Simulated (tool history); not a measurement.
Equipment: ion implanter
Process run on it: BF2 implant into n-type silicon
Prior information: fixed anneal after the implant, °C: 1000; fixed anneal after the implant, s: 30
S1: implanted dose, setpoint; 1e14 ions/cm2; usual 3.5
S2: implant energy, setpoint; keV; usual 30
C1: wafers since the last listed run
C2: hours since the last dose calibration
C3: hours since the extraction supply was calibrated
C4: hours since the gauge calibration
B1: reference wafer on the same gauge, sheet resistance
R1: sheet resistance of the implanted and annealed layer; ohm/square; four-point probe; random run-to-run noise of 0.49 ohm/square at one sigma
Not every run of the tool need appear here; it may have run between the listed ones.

run 1 hour=0 | S1=3.5 S2=30 | C1=0 C2=1680.4 C3=4770 C4=96 | B1=351.03 | R1=334.95
run 2 hour=11.6 | S1=2.9 S2=30 | C1=299 C2=1692 C3=4781.6 C4=107.6 | B1=351 | R1=393.31
run 3 hour=17.8 | S1=3.5 S2=33 | C1=160 C2=1698.2 C3=4787.8 C4=113.8 | B1=351 | R1=332.47
run 4 hour=26.6 | S1=3.5 S2=33 | C1=227 C2=1707 C3=4796.6 C4=122.6 | B1=350.84 | R1=331.57
run 5 hour=35.8 | S1=3.5 S2=30 | C1=237 C2=1716.2 C3=4805.8 C4=131.8 | B1=350.88 | R1=333.82
run 6 hour=49.6 | S1=3.13 S2=30 | C1=356 C2=1730 C3=4819.6 C4=145.6 | B1=351.02 | R1=368.94
run 7 hour=56.6 | S1=3.5 S2=25.5 | C1=181 C2=1737 C3=4826.6 C4=152.6 | B1=351.09 | R1=339.2
run 8 hour=65.3 | S1=3.5 S2=25.5 | C1=224 C2=1745.7 C3=4835.3 C4=161.3 | B1=351.07 | R1=339.96
run 9 hour=73.9 | S1=3.05 S2=30 | C1=222 C2=1754.3 C3=4843.9 C4=169.9 | B1=350.98 | R1=377.5
run 10 hour=83.8 | S1=3.05 S2=30 | C1=255 C2=1764.2 C3=4853.8 C4=179.8 | B1=350.92 | R1=377.07
run 11 hour=92.3 | S1=3.05 S2=30 | C1=219 C2=1772.7 C3=4862.3 C4=188.3 | B1=351.02 | R1=376.76
-- hour=100.6 Faraday cup replaced and dose calibrated
run 12 hour=101.3 | S1=3.5 S2=30 | C1=25 C2=0.7 C3=4871.3 C4=197.3 | B1=350.97 | R1=326.33
run 13 hour=116.6 | S1=3.5 S2=30 | C1=395 C2=16 C3=4886.6 C4=212.6 | B1=351.04 | R1=326.02
-- hour=116.6 gauge calibrated
run 14 hour=122.8 | S1=3.5 S2=30 | C1=160 C2=22.2 C3=4892.8 C4=6.2 | B1=350.94 | R1=325.91
run 15 hour=162.6 | S1=2.84 S2=37 | C1=1029 C2=62 C3=4932.6 C4=46 | B1=350.99 | R1=383.15
run 16 hour=171.9 | S1=4.04 S2=30 | C1=240 C2=71.3 C3=4941.9 C4=55.3 | B1=350.97 | R1=288.32
run 17 hour=180.5 | S1=4.44 S2=21 | C1=222 C2=79.9 C3=4950.5 C4=63.9 | B1=351.04 | R1=282.21
run 18 hour=194.8 | S1=3.5 S2=30 | C1=369 C2=94.2 C3=4964.8 C4=78.2 | B1=351.06 | R1=327.46
-- hour=213.7 extraction supply calibrated
run 19 hour=214.2 | S1=3.5 S2=30 | C1=294 C2=113.6 C3=0.5 C4=97.6 | B1=351.01 | R1=326.6
run 20 hour=217.2 | S1=3.5 S2=30 | C1=77 C2=116.6 C3=3.5 C4=100.6 | B1=351.05 | R1=326.45

What will run 21 give?
run 21 hour=227.2 | S1=2.9 S2=26 | C1=258 C2=126.6 C3=13.5 C4=110.6 | B1=? | R1=?

{"run 21": {"B1": 351.01, "R1": 388.02}}
Without the tool's hidden state the same run would have given R1 386.54 ohm/square.

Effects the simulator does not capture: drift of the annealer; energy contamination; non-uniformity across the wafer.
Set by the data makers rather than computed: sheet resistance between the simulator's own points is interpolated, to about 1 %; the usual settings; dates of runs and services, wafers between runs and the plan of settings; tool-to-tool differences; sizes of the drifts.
